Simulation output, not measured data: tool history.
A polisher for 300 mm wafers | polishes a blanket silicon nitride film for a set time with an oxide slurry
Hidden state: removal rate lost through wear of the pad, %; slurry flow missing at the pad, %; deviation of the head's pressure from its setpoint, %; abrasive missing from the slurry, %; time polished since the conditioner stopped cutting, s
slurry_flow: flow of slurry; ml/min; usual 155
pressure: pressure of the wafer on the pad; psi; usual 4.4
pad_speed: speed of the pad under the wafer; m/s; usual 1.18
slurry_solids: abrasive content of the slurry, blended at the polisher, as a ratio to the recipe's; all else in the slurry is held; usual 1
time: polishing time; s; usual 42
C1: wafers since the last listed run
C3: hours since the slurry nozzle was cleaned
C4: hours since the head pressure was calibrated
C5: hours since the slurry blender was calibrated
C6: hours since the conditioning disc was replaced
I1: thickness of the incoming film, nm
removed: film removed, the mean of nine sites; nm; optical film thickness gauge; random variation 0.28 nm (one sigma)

{"run": 1, "hour": 0.0, "slurry_flow": 155, "pressure": 3.7, "pad_speed": 1.18, "slurry_solids": 1.15, "time": 42, "C1": 0, "wafers polished on this pad": 1251, "C3": 568.2, "C4": 1184.9, "C5": 188.1, "C6": 61.5, "I1": 250.8, "removed": 29.9}
{"hour": 32.2, "done": "worn pad replaced by a new one"}
{"run": 2, "hour": 32.7, "slurry_flow": 200, "pressure": 4.4, "pad_speed": 1, "slurry_solids": 1, "time": 42, "C1": 262, "wafers polished on this pad": 4, "C3": 600.9, "C4": 1217.6, "C5": 220.8, "C6": 94.2, "I1": 250.6, "removed": 29.7}
{"run": 3, "hour": 57.4, "slurry_flow": 155, "pressure": 4.4, "pad_speed": 1.18, "slurry_solids": 1, "time": 42, "C1": 225, "wafers polished on this pad": 229, "C3": 625.6, "C4": 1242.3, "C5": 245.5, "C6": 118.9, "I1": 248.4, "removed": 32.4}
{"hour": 59.2, "done": "slurry nozzle cleaned"}
{"hour": 63.2, "done": "head pressure recalibrated"}
{"run": 4, "hour": 81.8, "slurry_flow": 155, "pressure": 4.4, "pad_speed": 1.18, "slurry_solids": 1, "time": 42, "C1": 195, "wafers polished on this pad": 425, "C3": 22.6, "C4": 18.6, "C5": 269.9, "C6": 143.3, "I1": 251.8, "removed": 36.5}
{"run": 5, "hour": 106.1, "slurry_flow": 155, "pressure": 4.4, "pad_speed": 1.18, "slurry_solids": 1, "time": 42, "C1": 221, "wafers polished on this pad": 647, "C3": 46.9, "C4": 42.9, "C5": 294.2, "C6": 167.6, "I1": 246.6, "removed": 36.3}
{"hour": 213.7, "done": "conditioning disc replaced and pad reconditioned"}
{"hour": 214.3, "done": "worn pad replaced by a new one"}
{"run": 6, "hour": 214.8, "slurry_flow": 155, "pressure": 4.4, "pad_speed": 1.18, "slurry_solids": 1, "time": 39, "C1": 969, "wafers polished on this pad": 4, "C3": 155.6, "C4": 151.6, "C5": 402.9, "C6": 1.1, "I1": 252, "removed": 32.7}
{"run": 7, "hour": 241.4, "slurry_flow": 155, "pressure": 4.4, "pad_speed": 1.18, "slurry_solids": 1, "time": 39, "C1": 242, "wafers polished on this pad": 247, "C3": 182.2, "C4": 178.2, "C5": 429.5, "C6": 27.7, "I1": 246.8, "removed": 32.7}
{"run": 8, "hour": 268.2, "slurry_flow": 155, "pressure": 4.4, "pad_speed": 1.18, "slurry_solids": 1, "time": 39, "C1": 244, "wafers polished on this pad": 492, "C3": 209, "C4": 205, "C5": 456.3, "C6": 54.5, "I1": 251.1, "removed": 32.5}
{"hour": 290.9, "done": "slurry blender recalibrated"}
{"run": 9, "hour": 302.8, "slurry_flow": 155, "pressure": 4.4, "pad_speed": 1.18, "slurry_solids": 1, "time": 42, "C1": 297, "wafers polished on this pad": 790, "C3": 243.6, "C4": 239.6, "C5": 11.9, "C6": 89.1, "I1": 249.9, "removed": 35.1}
{"run": 10, "hour": 332.7, "slurry_flow": 155, "pressure": 3.2, "pad_speed": 1.18, "slurry_solids": 1, "time": 42, "C1": 273, "wafers polished on this pad": 1063, "C3": 273.5, "C4": 269.5, "C5": 41.8, "C6": 119, "I1": 249.5, "removed": 25.3}
{"run": 11, "hour": 358.2, "slurry_flow": 155, "pressure": 4.4, "pad_speed": 1.18, "slurry_solids": 1, "time": 42, "C1": 232, "wafers polished on this pad": 1296, "C3": 299, "C4": 295, "C5": 67.3, "C6": 144.5, "I1": 247.8, "removed": 34.8}
{"run": 12, "hour": 373.3, "slurry_flow": 155, "pressure": 4.4, "pad_speed": 1.18, "slurry_solids": 1, "time": 42, "C1": 137, "wafers polished on this pad": 1434, "C3": 314.1, "C4": 310.1, "C5": 82.4, "C6": 159.6, "I1": 245.6, "removed": 34.6}
{"hour": 386.0, "done": "worn pad replaced by a new one"}
{"run": 13, "hour": 407.3, "slurry_flow": 155, "pressure": 4.4, "pad_speed": 1.18, "slurry_solids": 1, "time": 42, "C1": 274, "wafers polished on this pad": 194, "C3": 348.1, "C4": 344.1, "C5": 116.4, "C6": 193.6, "I1": 247.9, "removed": 34.4}
{"run": 14, "hour": 419.4, "slurry_flow": 170, "pressure": 4.4, "pad_speed": 1.06, "slurry_solids": 1, "time": 42, "C1": 110, "wafers polished on this pad": 304, "C3": 360.2, "C4": 356.2, "C5": 128.5, "C6": 205.7, "I1": 252.8, "removed": 31.7}
{"run": 15, "hour": 438.3, "slurry_flow": 155, "pressure": 3.7, "pad_speed": 1.18, "slurry_solids": 1.3, "time": 42, "C1": 172, "wafers polished on this pad": 477, "C3": 379.1, "C4": 375.1, "C5": 147.4, "C6": 224.6, "I1": 250.8, "removed": 33}
{"run": 16, "hour": 463.9, "slurry_flow": 155, "pressure": 3.4, "pad_speed": 1.36, "slurry_solids": 1, "time": 47, "C1": 233, "wafers polished on this pad": 711, "C3": 404.7, "C4": 400.7, "C5": 173, "C6": 250.2, "I1": 249.5, "removed": 33.5}
{"run": 17, "hour": 477.3, "slurry_flow": 155, "pressure": 4.9, "pad_speed": 1.18, "slurry_solids": 1, "time": 42, "C1": 122, "wafers polished on this pad": 833, "C3": 418.1, "C4": 414.1, "C5": 186.4, "C6": 263.6, "I1": 249.3, "removed": 38}
{"run": 18, "hour": 490.1, "slurry_flow": 155, "pressure": 5.4, "pad_speed": 1.18, "slurry_solids": 1, "time": 42, "C1": 116, "wafers polished on this pad": 950, "C3": 430.9, "C4": 426.9, "C5": 199.2, "C6": 276.4, "I1": 250, "removed": 41.5}
{"hour": 506.7, "done": "conditioning disc replaced and pad reconditioned"}
{"run": 19, "hour": 521.8, "slurry_flow": 200, "pressure": 4.4, "pad_speed": 1.18, "slurry_solids": 1, "time": 37, "C1": 271, "wafers polished on this pad": 1221, "C3": 462.6, "C4": 458.6, "C5": 230.9, "C6": 15.1, "I1": 249.1, "removed": 31.7}
{"run": 20, "hour": 554.3, "slurry_flow": 110, "pressure": 5.7, "pad_speed": 1.18, "slurry_solids": 1, "time": 27, "C1": 296, "wafers polished on this pad": 1518, "C3": 495.1, "C4": 491.1, "C5": 263.4, "C6": 47.6, "I1": 251.1, "removed": 25.6}
{"run": 21, "hour": 568.0, "slurry_flow": 155, "pressure": 4.4, "pad_speed": 1.18, "slurry_solids": 1, "time": 42, "C1": 125, "wafers polished on this pad": 1643, "C3": 508.8, "C4": 504.8, "C5": 277.1, "C6": 61.3, "I1": 247.2, "removed": 33.6}
{"run": 22, "hour": 583.6, "slurry_flow": 155, "pressure": 4.4, "pad_speed": 1.18, "slurry_solids": 1, "time": 42, "C1": 142, "wafers polished on this pad": 1786, "C3": 524.4, "C4": 520.4, "C5": 292.7, "C6": 76.9, "I1": 253.4, "removed": 33.8}
{"hour": 592.3, "done": "worn pad replaced by a new one"}
{"run": 23, "hour": 603.4, "slurry_flow": 155, "pressure": 5.6, "pad_speed": 0.96, "slurry_solids": 1, "time": 42, "C1": 144, "wafers polished on this pad": 101, "C3": 544.2, "C4": 540.2, "C5": 312.5, "C6": 96.7, "I1": 249.6, "removed": 35.6}
{"hour": 630.6, "done": "slurry nozzle cleaned"}
{"run": 24, "hour": 631.5, "slurry_flow": 155, "pressure": 3.8, "pad_speed": 1.18, "slurry_solids": 1.2, "time": 42, "C1": 247, "wafers polished on this pad": 348, "C3": 0.9, "C4": 568.3, "C5": 340.6, "C6": 124.8, "I1": 252.6, "removed": 33.9}
{"run": 25, "hour": 654.1, "slurry_flow": 155, "pressure": 5.6, "pad_speed": 1.18, "slurry_solids": 1, "time": 42, "C1": 206, "wafers polished on this pad": 554, "C3": 23.5, "C4": 590.9, "C5": 363.2, "C6": 147.4, "I1": 251.5, "removed": 44.8}
{"run": 26, "hour": 669.8, "slurry_flow": 200, "pressure": 4.4, "pad_speed": 1.18, "slurry_solids": 1, "time": 37, "C1": 143, "wafers polished on this pad": 698, "C3": 39.2, "C4": 606.6, "C5": 378.9, "C6": 163.1, "I1": 250.9, "removed": 32.5}
{"run": 27, "hour": 691.7, "slurry_flow": 155, "pressure": 4.4, "pad_speed": 1.18, "slurry_solids": 1, "time": 42, "C1": 200, "wafers polished on this pad": 898, "C3": 61.1, "C4": 628.5, "C5": 400.8, "C6": 185, "I1": 250.1, "removed": 35.1}

3 ways to go on from here, each from the tool as it stands after run 27. What would each give?
{"run": "A", "hour": 692.1, "slurry_flow": 155, "pressure": 4.4, "pad_speed": 1.18, "slurry_solids": 1.3, "time": 42, "C1": 3, "wafers polished on this pad": 902, "C3": 61.5, "C4": 628.9, "C5": 401.2, "C6": 185.4, "I1": 250.4, "removed": "?"}
{"run": "B", "hour": 692.1, "slurry_flow": 185, "pressure": 4.4, "pad_speed": 1.58, "slurry_solids": 1, "time": 42, "C1": 3, "wafers polished on this pad": 902, "C3": 61.5, "C4": 628.9, "C5": 401.2, "C6": 185.4, "I1": 250.4, "removed": "?"}
{"run": "C", "hour": 692.1, "slurry_flow": 155, "pressure": 4.4, "pad_speed": 1.18, "slurry_solids": 0.9, "time": 42, "C1": 3, "wafers polished on this pad": 902, "C3": 61.5, "C4": 628.9, "C5": 401.2, "C6": 185.4, "I1": 250.4, "removed": "?"}

run=A removed=40.3
run=B removed=45.7
run=C removed=33
Without the tool's hidden state the same runs would have given:
run=A removed=42.8
run=B removed=48.5
run=C removed=35.1

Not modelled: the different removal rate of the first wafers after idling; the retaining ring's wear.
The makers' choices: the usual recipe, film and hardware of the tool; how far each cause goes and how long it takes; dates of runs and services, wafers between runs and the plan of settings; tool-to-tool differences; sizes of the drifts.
